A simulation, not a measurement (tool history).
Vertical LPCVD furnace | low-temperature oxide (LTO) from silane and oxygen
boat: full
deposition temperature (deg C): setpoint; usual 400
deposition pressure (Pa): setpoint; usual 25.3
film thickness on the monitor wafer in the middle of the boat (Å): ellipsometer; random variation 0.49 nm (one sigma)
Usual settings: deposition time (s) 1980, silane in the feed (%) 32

run    hour  deposition temperature (deg C)  deposition pressure (Pa)  deposition time (s)  silane in the feed (%)  wafers since the last listed run  hours since the last temperature calibration  hours since the pressure gauge was zeroed  hours since the silane flow controller was replaced  hours since the gauge calibration  read-back reference wafer on the same gauge, thickness  film thickness on the monitor wafer in the middle of the boat (Å)
  1       0                             400                      25.3                 1980                      32                                 0                                         987.4                                       1631                                               1604.2                              272.2                                                  160.62                                                             1953.8
  2    54.1                             400                      25.3                 1980                      32                               457                                        1041.5                                     1685.1                                               1658.3                              326.3                                                  160.91                                                             1963.1
  3   243.5                             400                      25.3                 1980                      32                              1601                                        1230.9                                     1874.5                                               1847.7                              515.7                                                  161.12                                                             1974.3
  4   287.4                             400                      25.3                 1980                      32                               371                                        1274.8                                     1918.4                                               1891.6                              559.6                                                  161.36                                                             1962.3
  5   366.8                             400                      25.3                 1980                      32                               671                                        1354.2                                     1997.8                                                 1971                                639                                                  161.58                                                             1974.5
  6   415.8                             400                      25.3                 1980                      32                               414                                        1403.2                                     2046.8                                                 2020                                688                                                  161.58                                                             1975.4
  7   506.8                             400                      25.3                 1980                      32                               769                                        1494.2                                     2137.8                                                 2111                                779                                                  161.84                                                             1977.7
  8   599.2                             400                      25.3                 1980                      32                               781                                        1586.6                                     2230.2                                               2203.4                              871.4                                                  162.11                                                             1988.9
  9   639.4                             400                      25.3                 1980                      32                               339                                        1626.8                                     2270.4                                               2243.6                              911.6                                                  162.25                                                             1971.1
 10     858                             393                      25.3                 1980                      32                              1847                                        1845.4                                       2489                                               2462.2                             1130.2                                                  162.76                                                             1823.3
 11   896.2                             400                      25.3                 1980                      32                               322                                        1883.6                                     2527.2                                               2500.4                             1168.4                                                  162.82                                                               1980
 12   943.5                             400                      25.3                 1980                      32                               399                                        1930.9                                     2574.5                                               2547.7                             1215.7                                                  163.04                                                             1979.8
      972.9  -- thermocouples replaced and temperature profile calibrated
     1014.3  -- gauge calibrated
 13  1025.9                             400                      25.3                 1980                      32                               493                                            53                                     2656.9                                               2630.1                               11.6                                                  160.19                                                             1948.3
     1066.2  -- silane flow controller replaced
 14    1097                             400                      27.3                 1980                      32                               398                                         124.1                                       2728                                                 30.8                               82.7                                                  160.31                                                             2109.7
     1167.3  -- pressure gauge zeroed
 15  1167.8                             405                      25.3                 1980                      35                               395                                         194.9                                        0.5                                                101.6                              153.5                                                  160.43                                                             2347.8
 16  1214.5                             406                      25.3                 2340                      32                               394                                         241.6                                       47.2                                                148.3                              200.2                                                  160.52                                                             2487.2
 17  1315.3                             390                      25.3                 1230                      36                               852                                         342.4                                        148                                                249.1                                301                                                  160.85                                                             1280.2
 18  1378.1                             411                        20                 1980                      35                               530                                         405.2                                      210.8                                                311.9                              363.8                                                  160.94                                                             1978.7
 19    1424                             396                      28.7                 2250                      38                               388                                         451.1                                      256.7                                                357.8                              409.7                                                  161.03                                                             3038.7
 20  1497.2                             410                      25.3                 2610                      38                               618                                         524.3                                      329.9                                                  431                              482.9                                                  161.38                                                             3637.7
 21  1555.3                             400                      22.7                 2310                      35                               491                                         582.4                                        388                                                489.1                                541                                                  161.41                                                             2321.2

Forecast run 22:
 22  1637                             406                      25.3                 1980                      29                               690                                         664.1                                      469.7                                                570.8                              622.7                                                       ?                                                                  ?

Run 22 gave read-back reference wafer on the same gauge, thickness 161.52, film thickness on the monitor wafer in the middle of the boat (Å) 1835.3.
Without the tool's hidden state the same run would have given film thickness on the monitor wafer in the middle of the boat (Å) 1816.9.

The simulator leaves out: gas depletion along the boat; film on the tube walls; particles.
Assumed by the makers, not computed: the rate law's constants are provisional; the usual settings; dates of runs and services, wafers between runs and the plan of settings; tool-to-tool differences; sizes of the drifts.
